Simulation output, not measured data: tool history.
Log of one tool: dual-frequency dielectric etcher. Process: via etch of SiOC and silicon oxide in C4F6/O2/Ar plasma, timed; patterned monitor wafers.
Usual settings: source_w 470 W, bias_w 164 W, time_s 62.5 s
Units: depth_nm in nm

| run | hour | source_w | bias_w | time_s | wafers since the last listed run | hours since the last wet clean | hours since the last source power generator calibration | hours since the last bias power generator calibration | hours since the last upper electrode change | hours since the gauge calibration | read-back reference wafer on the same gauge, depth_nm | depth_nm |
|---|---|---|---|---|---|---|---|---|---|---|---|---|
| 1 | 0.0 | 470 | 164 | 62.5 | 0 | 454.2 | 1787.6 | 3184.6 | 4742.1 | 117.6 | 62.0 | 70.6 |
| 2 | 7.7 | 470 | 164 | 62.5 | 122 | 461.9 | 1795.3 | 3192.3 | 4749.8 | 125.3 | 62.0 | 70.5 |
| 3 | 24.4 | 470 | 164 | 62.5 | 265 | 478.6 | 1812.0 | 3209.0 | 4766.5 | 142.0 | 62.0 | 70.3 |
| 4 | 30.5 | 470 | 164 | 62.5 | 96 | 484.7 | 1818.1 | 3215.1 | 4772.6 | 148.1 | 62.0 | 70.2 |
| 5 | 45.3 | 470 | 164 | 77.5 | 235 | 499.5 | 1832.9 | 3229.9 | 4787.4 | 162.9 | 62.0 | 87.1 |
| 6 | 58.8 | 470 | 164 | 62.5 | 214 | 513.0 | 1846.4 | 3243.4 | 4800.9 | 176.4 | 62.0 | 70.6 |
| 7 | 66.3 | 470 | 164 | 62.5 | 119 | 520.5 | 1853.9 | 3250.9 | 4808.4 | 183.9 | 62.0 | 70.5 |
|  | 93.1 | upper electrode replaced |
| 8 | 93.6 | 470 | 164 | 62.5 | 52 | 547.8 | 1881.2 | 3278.2 | 0.5 | 211.2 | 62.0 | 70.5 |
| 9 | 93.9 | 450 | 164 | 56.5 | 4 | 548.1 | 1881.5 | 3278.5 | 0.8 | 211.5 | 62.0 | 62.5 |
| 10 | 94.5 | 450 | 164 | 56.5 | 9 | 548.7 | 1882.1 | 3279.1 | 1.4 | 212.1 | 62.0 | 62.7 |
|  | 119.6 | wet clean of the chamber |
| 11 | 120.1 | 450 | 164 | 56.5 | 25 | 0.5 | 1907.7 | 3304.7 | 27.0 | 237.7 | 62.0 | 62.9 |
| 12 | 123.0 | 470 | 164 | 62.5 | 46 | 3.4 | 1910.6 | 3307.6 | 29.9 | 240.6 | 62.0 | 70.3 |
| 13 | 134.7 | 430 | 164 | 44.0 | 185 | 15.1 | 1922.3 | 3319.3 | 41.6 | 252.3 | 62.0 | 47.9 |
|  | 149.6 | bias power generator calibrated |
|  | 160.3 | gauge calibrated |
| 14 | 166.6 | 470 | 164 | 62.5 | 443 | 47.0 | 1954.2 | 17.0 | 73.5 | 6.3 | 62.0 | 70.0 |
| 15 | 182.4 | 470 | 198 | 45.5 | 251 | 62.8 | 1970.0 | 32.8 | 89.3 | 22.1 | 62.0 | 54.9 |
|  | 195.8 | source power generator calibrated |
| 16 | 196.3 | 530 | 143 | 46.0 | 157 | 76.7 | 0.5 | 46.7 | 103.2 | 36.0 | 62.0 | 51.5 |
| 17 | 229.7 | 520 | 187 | 62.5 | 530 | 110.1 | 33.9 | 80.1 | 136.6 | 69.4 | 62.0 | 76.7 |
| 18 | 238.1 | 470 | 164 | 62.5 | 133 | 118.5 | 42.3 | 88.5 | 145.0 | 77.8 | 62.0 | 69.9 |
| 19 | 249.1 | 470 | 196 | 80.0 | 174 | 129.5 | 53.3 | 99.5 | 156.0 | 88.8 | 62.0 | 96.0 |
| 20 | 260.4 | 500 | 164 | 50.5 | 179 | 140.8 | 64.6 | 110.8 | 167.3 | 100.1 | 62.0 | 58.0 |
| 21 | 271.5 | 400 | 200 | 54.0 | 176 | 151.9 | 75.7 | 121.9 | 178.4 | 111.2 | 61.9 | 61.8 |
| 22 | 288.3 | 470 | 185 | 50.0 | 266 | 168.7 | 92.5 | 138.7 | 195.2 | 128.0 | 62.0 | 58.9 |
| 23 | 302.3 | 470 | 186 | 62.5 | 222 | 182.7 | 106.5 | 152.7 | 209.2 | 142.0 | 62.0 | 74.1 |
| 24 | 308.4 | 470 | 164 | 62.5 | 96 | 188.8 | 112.6 | 158.8 | 215.3 | 148.1 | 62.0 | 70.6 |

Forecast each of these 5 alternatives for the next run:
| A | 308.8 | 470 | 164 | 62.5 | 6 | 189.2 | 113.0 | 159.2 | 215.7 | 148.5 | ? | ? |
| B | 308.8 | 370 | 147 | 47.0 | 6 | 189.2 | 113.0 | 159.2 | 215.7 | 148.5 | ? | ? |
| C | 308.8 | 570 | 125 | 80.0 | 6 | 189.2 | 113.0 | 159.2 | 215.7 | 148.5 | ? | ? |
| D | 308.8 | 540 | 141 | 67.5 | 6 | 189.2 | 113.0 | 159.2 | 215.7 | 148.5 | ? | ? |
| E | 308.8 | 570 | 164 | 62.5 | 6 | 189.2 | 113.0 | 159.2 | 215.7 | 148.5 | ? | ? |

| run | read-back reference wafer on the same gauge, depth_nm | depth_nm |
|---|---|---|
| A | 62.0 | 70.3 |
| B | 62.0 | 46.8 |
| C | 62.0 | 87.6 |
| D | 62.0 | 75.6 |
| E | 62.0 | 75.3 |
Without the tool's hidden state the same runs would have given:
| run | depth_nm |
|---|---|
| A | 70.3 |
| B | 46.8 |
| C | 87.6 |
| D | 75.6 |
| E | 75.3 |

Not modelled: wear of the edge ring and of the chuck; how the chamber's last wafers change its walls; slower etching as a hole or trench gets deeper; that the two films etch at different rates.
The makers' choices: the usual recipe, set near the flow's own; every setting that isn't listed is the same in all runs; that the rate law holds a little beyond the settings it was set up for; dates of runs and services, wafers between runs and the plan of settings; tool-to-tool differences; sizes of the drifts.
